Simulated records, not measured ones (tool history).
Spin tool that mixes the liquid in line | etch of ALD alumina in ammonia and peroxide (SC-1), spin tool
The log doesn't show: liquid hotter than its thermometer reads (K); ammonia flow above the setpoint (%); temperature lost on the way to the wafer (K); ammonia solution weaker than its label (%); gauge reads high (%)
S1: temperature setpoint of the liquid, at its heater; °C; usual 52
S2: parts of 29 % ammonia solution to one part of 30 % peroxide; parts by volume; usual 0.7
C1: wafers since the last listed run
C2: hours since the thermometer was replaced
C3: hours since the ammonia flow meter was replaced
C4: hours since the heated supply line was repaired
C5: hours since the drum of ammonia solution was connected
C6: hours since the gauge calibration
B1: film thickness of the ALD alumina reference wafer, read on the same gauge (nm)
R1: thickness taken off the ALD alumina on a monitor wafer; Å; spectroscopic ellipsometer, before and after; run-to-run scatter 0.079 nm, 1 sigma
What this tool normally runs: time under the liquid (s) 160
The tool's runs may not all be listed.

Run 1, hour 0: usual settings; C1 0; C2 551.7; C3 51.2; C4 3786.7; C5 1073; C6 515.1; B1 60.01. Result: R1 106 Å.
At hour 0.5: gauge calibrated.
Run 2, hour 10.3: usual settings but time under the liquid (s) 235; C1 52; C2 562; C3 61.5; C4 3797; C5 1083.3; C6 9.8; B1 60. Result: R1 156.7 Å.
Run 3, hour 23.4: usual settings but S2 0.4 parts by volume; C1 66; C2 575.1; C3 74.6; C4 3810.1; C5 1096.4; C6 22.9; B1 59.99. Result: R1 100 Å.
Run 4, hour 29.6: usual settings but time under the liquid (s) 215; C1 31; C2 581.3; C3 80.8; C4 3816.3; C5 1102.6; C6 29.1; B1 60.01. Result: R1 142.9 Å.
Run 5, hour 40: usual settings but S1 60.5 °C, time under the liquid (s) 220; C1 52; C2 591.7; C3 91.2; C4 3826.7; C5 1113; C6 39.5; B1 60.02. Result: R1 229 Å.
Run 6, hour 55.9: usual settings but S2 0.4 parts by volume, time under the liquid (s) 245; C1 80; C2 607.6; C3 107.1; C4 3842.6; C5 1128.9; C6 55.4; B1 59.99. Result: R1 154.8 Å.
Run 7, hour 64: usual settings but S1 57 °C, S2 1 parts by volume, time under the liquid (s) 210; C1 41; C2 615.7; C3 115.2; C4 3850.7; C5 1137; C6 63.5; B1 59.99. Result: R1 186.8 Å.
At hour 69.7: heated supply line repaired.
Run 8, hour 70.5: usual settings but S1 58 °C, S2 1 parts by volume, time under the liquid (s) 235; C1 28; C2 622.2; C3 121.7; C4 0.8; C5 1143.5; C6 70; B1 59.97. Result: R1 222.6 Å.
Run 9, hour 82.6: usual settings; C1 61; C2 634.3; C3 133.8; C4 12.9; C5 1155.6; C6 82.1; B1 60. Result: R1 106.9 Å.
Run 10, hour 94.5: usual settings but S1 43.5 °C, S2 0.85 parts by volume, time under the liquid (s) 190; C1 60; C2 646.2; C3 145.7; C4 24.8; C5 1167.5; C6 94; B1 59.99. Result: R1 80 Å.
Run 11, hour 104.9: usual settings but S1 59.5 °C, S2 1 parts by volume, time under the liquid (s) 235; C1 52; C2 656.6; C3 156.1; C4 35.2; C5 1177.9; C6 104.4; B1 60. Result: R1 241.2 Å.
Run 12, hour 113.5: usual settings but S1 55.5 °C; C1 43; C2 665.2; C3 164.7; C4 43.8; C5 1186.5; C6 113; B1 60. Result: R1 126.6 Å.
Run 13, hour 127.8: usual settings but S2 0.9 parts by volume, time under the liquid (s) 190; C1 72; C2 679.5; C3 179; C4 58.1; C5 1200.8; C6 127.3; B1 60. Result: R1 129.5 Å.
Run 14, hour 139.2: usual settings but S1 58.5 °C, time under the liquid (s) 250; C1 58; C2 690.9; C3 190.4; C4 69.5; C5 1212.2; C6 138.7; B1 59.98. Result: R1 236 Å.
At hour 148.9: thermometer replaced.
Run 15, hour 149.4: usual settings; C1 46; C2 0.5; C3 200.6; C4 79.7; C5 1222.4; C6 148.9; B1 59.99. Result: R1 106.4 Å.
Run 16, hour 160.3: usual settings; C1 55; C2 11.4; C3 211.5; C4 90.6; C5 1233.3; C6 159.8; B1 60.02. Result: R1 106.6 Å.
At hour 161.6: new drum of ammonia solution connected.
Run 17, hour 173.4: usual settings but S1 44 °C, time under the liquid (s) 195; C1 61; C2 24.5; C3 224.6; C4 103.7; C5 11.8; C6 172.9; B1 60.01. Result: R1 81.8 Å.
Run 18, hour 190.2: usual settings but S1 58 °C, S2 1 parts by volume; C1 85; C2 41.3; C3 241.4; C4 120.5; C5 28.6; C6 189.7; B1 59.96. Result: R1 152.5 Å.
Run 19, hour 198.3: usual settings but S1 48.5 °C, time under the liquid (s) 105; C1 41; C2 49.4; C3 249.5; C4 128.6; C5 36.7; C6 197.8; B1 60. Result: R1 57.7 Å.
Run 20, hour 204.4: usual settings but S1 54.5 °C, S2 0.55 parts by volume, time under the liquid (s) 225; C1 31; C2 55.5; C3 255.6; C4 134.7; C5 42.8; C6 203.9; B1 60.01. Result: R1 165.2 Å.
Run 21, hour 212.8: usual settings but S1 48 °C, time under the liquid (s) 225; C1 42; C2 63.9; C3 264; C4 143.1; C5 51.2; C6 212.3; B1 59.99. Result: R1 120.1 Å.
Run 22, hour 224.2: usual settings but S1 59.5 °C, S2 0.9 parts by volume, time under the liquid (s) 135; C1 58; C2 75.3; C3 275.4; C4 154.5; C5 62.6; C6 223.7; B1 60. Result: R1 136.2 Å.
Run 23, hour 250.4: usual settings; C1 133; C2 101.5; C3 301.6; C4 180.7; C5 88.8; C6 249.9; B1 60.02. Result: R1 104.9 Å.
Run 24, hour 267.1: usual settings but S1 49 °C, S2 0.8 parts by volume, time under the liquid (s) 130; C1 85; C2 118.2; C3 318.3; C4 197.4; C5 105.5; C6 266.6; B1 60. Result: R1 75.5 Å.
Run 25, hour 281.5: usual settings but S1 43 °C; C1 73; C2 132.6; C3 332.7; C4 211.8; C5 119.9; C6 281; B1 60.02. Result: R1 64.3 Å.

Across each entry between runs, compare the hidden state at the last listed run before it with the hidden state at the first listed run after it:
Logged between run 1 and run 2: gauge calibrated (hour 0.5)
  no hidden state differs between the two runs
Logged between run 7 and run 8: heated supply line repaired (hour 69.7)
  no hidden state differs between the two runs
Logged between run 14 and run 15: thermometer replaced (hour 148.9)
  no hidden state differs between the two runs
Logged between run 16 and run 17: new drum of ammonia solution connected (hour 161.6)
  no hidden state differs between the two runs

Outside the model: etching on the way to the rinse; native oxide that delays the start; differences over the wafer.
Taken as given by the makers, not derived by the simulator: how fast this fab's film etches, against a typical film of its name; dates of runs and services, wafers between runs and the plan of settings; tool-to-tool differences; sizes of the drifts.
